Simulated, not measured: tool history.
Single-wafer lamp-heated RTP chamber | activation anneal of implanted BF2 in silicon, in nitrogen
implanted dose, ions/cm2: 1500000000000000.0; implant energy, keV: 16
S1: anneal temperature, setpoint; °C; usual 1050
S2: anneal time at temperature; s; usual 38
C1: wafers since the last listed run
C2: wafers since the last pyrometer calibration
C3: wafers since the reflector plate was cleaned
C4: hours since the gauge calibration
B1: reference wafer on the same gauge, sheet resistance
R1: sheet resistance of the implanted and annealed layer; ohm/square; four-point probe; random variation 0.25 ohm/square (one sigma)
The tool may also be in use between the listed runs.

run,hour,S1,S2,C1,C2,C3,C4,B1,R1
1,0.0,1050,56,0,4523,6799,220.9,105.02,97.41
2,12.0,1050,56,176,4700,6976,232.9,104.98,97.34
3,36.6,1050,56,361,5062,7337,257.5,105.04,97.82
4,140.5,1059,38,1528,6590,8866,361.4,104.97,99.19
# hour 170.2: reflector plate cleaned
5,170.7,1061,38,326,6917,6,391.6,104.98,99.97
6,192.7,1061,38,323,7241,330,413.6,104.97,100.10
# hour 219.3: pyrometer window cleaned and pyrometer calibrated
7,225.9,1061,38,370,96,701,446.8,105.09,99.49
8,255.0,1050,38,428,524,1129,475.9,104.99,108.50
# hour 273.2: gauge calibrated
9,276.1,1038,38,310,835,1439,2.9,105.03,116.92
10,289.8,1050,38,201,1036,1641,16.6,104.98,108.26
11,309.0,1077,58,282,1319,1923,35.8,104.97,82.68
12,340.8,1050,38,467,1787,2391,67.6,104.99,107.89
13,375.7,1028,29,513,2300,2905,102.5,105.02,131.11
14,396.1,1058,51,300,2600,3205,122.9,104.97,94.61
15,412.7,1036,52,244,2844,3449,139.5,105.06,110.05
16,440.8,1073,30,413,3258,3863,167.6,105.02,93.66

Hidden state at the last listed run before each entry between runs and at the first one after, where it differs:
Between runs 4 and 5: reflector plate cleaned (hour 170.2)
  wafer temperature error from the tarnished reflector plate, K: 3.1 -> 0.254
  measured less the result without the state, R1: -2.48 -> -0.21 ohm/square
Between runs 6 and 7: pyrometer window cleaned and pyrometer calibrated (hour 219.3)
  wafer temperature error from the tarnished reflector plate, K: 0.525 -> 0.888
  measured less the result without the state, R1: -0.42 -> -0.71 ohm/square
Between runs 8 and 9: gauge calibrated (hour 273.2)
  wafer temperature error from the tarnished reflector plate, K: 1.17 -> 1.35
  measured less the result without the state, R1: -0.89 -> -0.94 ohm/square
